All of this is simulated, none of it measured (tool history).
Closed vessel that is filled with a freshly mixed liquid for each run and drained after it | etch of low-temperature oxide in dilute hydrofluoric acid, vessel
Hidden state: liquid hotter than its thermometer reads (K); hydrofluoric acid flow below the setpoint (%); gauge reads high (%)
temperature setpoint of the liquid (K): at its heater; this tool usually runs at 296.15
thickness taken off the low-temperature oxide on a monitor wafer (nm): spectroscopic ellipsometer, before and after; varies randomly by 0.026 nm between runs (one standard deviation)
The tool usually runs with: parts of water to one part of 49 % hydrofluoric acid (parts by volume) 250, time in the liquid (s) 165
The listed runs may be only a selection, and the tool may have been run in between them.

run	day	temperature setpoint of the liquid (K)	parts of water to one part of 49 % hydrofluoric acid (parts by volume)	time in the liquid (s)	wafers since the last listed run	hours since the thermometer was replaced	hours since the hydrofluoric acid flow meter was replaced	hours since the gauge calibration	read-back film thickness of the low-temperature oxide reference wafer, read on the same gauge (nm)	thickness taken off the low-temperature oxide on a monitor wafer (nm)
1	0	296.15	250	140	0	2065.2	1087.2	910.5	90	5.88
2	1.921	296.15	250	165	3892	2111.3	1133.3	956.6	89.98	6.88
3	3.317	297.65	250	165	2828	2144.8	1166.8	990.1	89.99	7.34
# day 3.788: gauge calibrated
4	4.533	297.65	250	165	2465	2174	1196	17.9	90.01	7.33
5	6.783	296.15	180	100	4559	2228	1250	71.9	90.01	6.28
6	7.929	296.15	250	165	2321	2255.5	1277.5	99.4	90	6.91
7	10.671	296.15	250	200	5555	2321.3	1343.3	165.2	90	8.37
8	18.35	296.15	250	200	15560	2505.6	1527.6	349.5	90.02	8.39
9	20.467	296.15	250	200	4289	2556.4	1578.4	400.3	89.99	8.35
10	22.738	298.65	160	165	4601	2610.9	1632.9	454.8	90.03	12.99
# day 24.671: thermometer replaced
11	24.692	298.65	160	165	3875	0.5	1679.8	501.7	90	13.1
12	26.054	298.65	160	165	2760	33.2	1712.5	534.4	90	12.9
13	28.446	296.15	345	165	4846	90.6	1769.9	591.8	90.01	4.54
14	29.904	296.15	250	120	2955	125.6	1804.9	626.8	90	5.01
15	31.783	297.65	195	130	3807	170.7	1850	671.9	90.01	7.76
16	33.496	296.15	250	200	3470	211.8	1891.1	713	89.99	8.28
# day 40.796: hydrofluoric acid flow meter replaced
17	41.167	296.15	180	100	15459	395.9	8.9	897.1	90.01	6.4
# day 42.942: gauge calibrated
18	43.571	293.15	130	195	4871	453.6	66.6	15.1	89.97	16.15
19	45.338	296.15	250	200	3579	496	109	57.5	90	8.55
20	47.638	296.15	310	165	4660	551.2	164.2	112.7	89.99	5.35
21	49.117	293.15	140	240	2997	586.7	199.7	148.2	89.99	18.09
22	53.488	291.15	325	100	8856	691.6	304.6	253.1	90.02	2.54
23	54.717	292.65	250	260	2490	721.1	334.1	282.6	90	9.74
24	56	299.65	200	200	2600	751.9	364.9	313.4	90	12.73
25	58.483	296.15	250	165	5032	811.5	424.5	373	89.99	7.03
26	61.212	292.15	190	240	5530	877	490	438.5	89.99	12.26
27	63.325	296.15	250	165	4280	927.7	540.7	489.2	89.99	6.99

Below are 5 alternative next runs, each starting from the tool's condition after run 27. Predict each:
A	63.354	296.15	250	165	59	928.4	541.4	489.9	?	?
B	63.354	294.15	295	165	59	928.4	541.4	489.9	?	?
C	63.354	298.65	185	85	59	928.4	541.4	489.9	?	?
D	63.354	296.15	355	205	59	928.4	541.4	489.9	?	?
E	63.354	296.15	335	165	59	928.4	541.4	489.9	?	?

run	read-back film thickness of the low-temperature oxide reference wafer, read on the same gauge (nm)	thickness taken off the low-temperature oxide on a monitor wafer (nm)
A	90.01	7.05
B	90.01	5.33
C	90.01	5.76
D	90.01	5.58
E	90.01	4.85
Take away the tool's hidden state, keep each run's random variation, and the runs would have read:
run	thickness taken off the low-temperature oxide on a monitor wafer (nm)
A	7.11
B	5.37
C	5.81
D	5.63
E	4.89
